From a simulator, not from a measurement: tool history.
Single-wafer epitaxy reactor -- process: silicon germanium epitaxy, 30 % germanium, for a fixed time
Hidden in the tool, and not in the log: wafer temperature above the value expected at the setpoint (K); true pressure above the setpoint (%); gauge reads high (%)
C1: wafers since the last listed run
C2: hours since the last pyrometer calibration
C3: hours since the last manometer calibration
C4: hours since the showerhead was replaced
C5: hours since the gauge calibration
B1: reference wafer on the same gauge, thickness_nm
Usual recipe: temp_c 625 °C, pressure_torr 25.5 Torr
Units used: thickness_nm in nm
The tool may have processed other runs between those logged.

run 1 hour=0 | temp_c=625 pressure_torr=25.5 | C1=0 C2=1190.7 C3=1680.4 C4=3050.5 C5=345.7 | B1=85.995 | thickness_nm=115.592
run 2 hour=27.2 | temp_c=625 pressure_torr=25.5 | C1=266 C2=1217.9 C3=1707.6 C4=3077.7 C5=372.9 | B1=85.984 | thickness_nm=115.899
run 3 hour=63.2 | temp_c=625 pressure_torr=25.5 | C1=352 C2=1253.9 C3=1743.6 C4=3113.7 C5=408.9 | B1=85.928 | thickness_nm=116.939
run 4 hour=98 | temp_c=625 pressure_torr=25.5 | C1=340 C2=1288.7 C3=1778.4 C4=3148.5 C5=443.7 | B1=85.866 | thickness_nm=117.11
run 5 hour=121.3 | temp_c=625 pressure_torr=25.5 | C1=227 C2=1312 C3=1801.7 C4=3171.8 C5=467 | B1=85.886 | thickness_nm=117.13
run 6 hour=141.9 | temp_c=625 pressure_torr=25.5 | C1=201 C2=1332.6 C3=1822.3 C4=3192.4 C5=487.6 | B1=86.052 | thickness_nm=117.828
run 7 hour=158.2 | temp_c=634 pressure_torr=27.2 | C1=159 C2=1348.9 C3=1838.6 C4=3208.7 C5=503.9 | B1=85.984 | thickness_nm=137.727
run 8 hour=189.9 | temp_c=625 pressure_torr=25.5 | C1=310 C2=1380.6 C3=1870.3 C4=3240.4 C5=535.6 | B1=86.022 | thickness_nm=118.53
run 9 hour=204.5 | temp_c=625 pressure_torr=25.5 | C1=142 C2=1395.2 C3=1884.9 C4=3255 C5=550.2 | B1=85.923 | thickness_nm=118.285
-- hour=230.5 capacitance manometer re-zeroed and calibrated
run 10 hour=231 | temp_c=636 pressure_torr=25.5 | C1=180 C2=1421.7 C3=0.5 C4=3281.5 C5=576.7 | B1=86.018 | thickness_nm=140.472
-- hour=250.1 pyrometer calibrated
run 11 hour=250.6 | temp_c=625 pressure_torr=25.5 | C1=113 C2=0.5 C3=20.1 C4=3301.1 C5=596.3 | B1=85.9 | thickness_nm=105.405
run 12 hour=271.9 | temp_c=632 pressure_torr=30.4 | C1=208 C2=21.8 C3=41.4 C4=3322.4 C5=617.6 | B1=86.003 | thickness_nm=124.979
run 13 hour=302.4 | temp_c=625 pressure_torr=21.3 | C1=298 C2=52.3 C3=71.9 C4=3352.9 C5=648.1 | B1=86.154 | thickness_nm=97.765
-- hour=315.9 gauge calibrated
run 14 hour=321.8 | temp_c=612 pressure_torr=29.5 | C1=189 C2=71.7 C3=91.3 C4=3372.3 C5=5.9 | B1=86.02 | thickness_nm=91.089
run 15 hour=353.6 | temp_c=631 pressure_torr=20.6 | C1=311 C2=103.5 C3=123.1 C4=3404.1 C5=37.7 | B1=86.022 | thickness_nm=106.508
run 16 hour=366.7 | temp_c=617 pressure_torr=28.9 | C1=128 C2=116.6 C3=136.2 C4=3417.2 C5=50.8 | B1=85.92 | thickness_nm=96.676

Run 17 comes next. What will it give?
run 17 hour=394.3 | temp_c=625 pressure_torr=25.5 | C1=269 C2=144.2 C3=163.8 C4=3444.8 C5=78.4 | B1=? | thickness_nm=?

For run 17 the tool returned B1 85.921, thickness_nm 104.812 nm.
Without the tool's hidden state the same run would have given thickness_nm 106.132 nm.
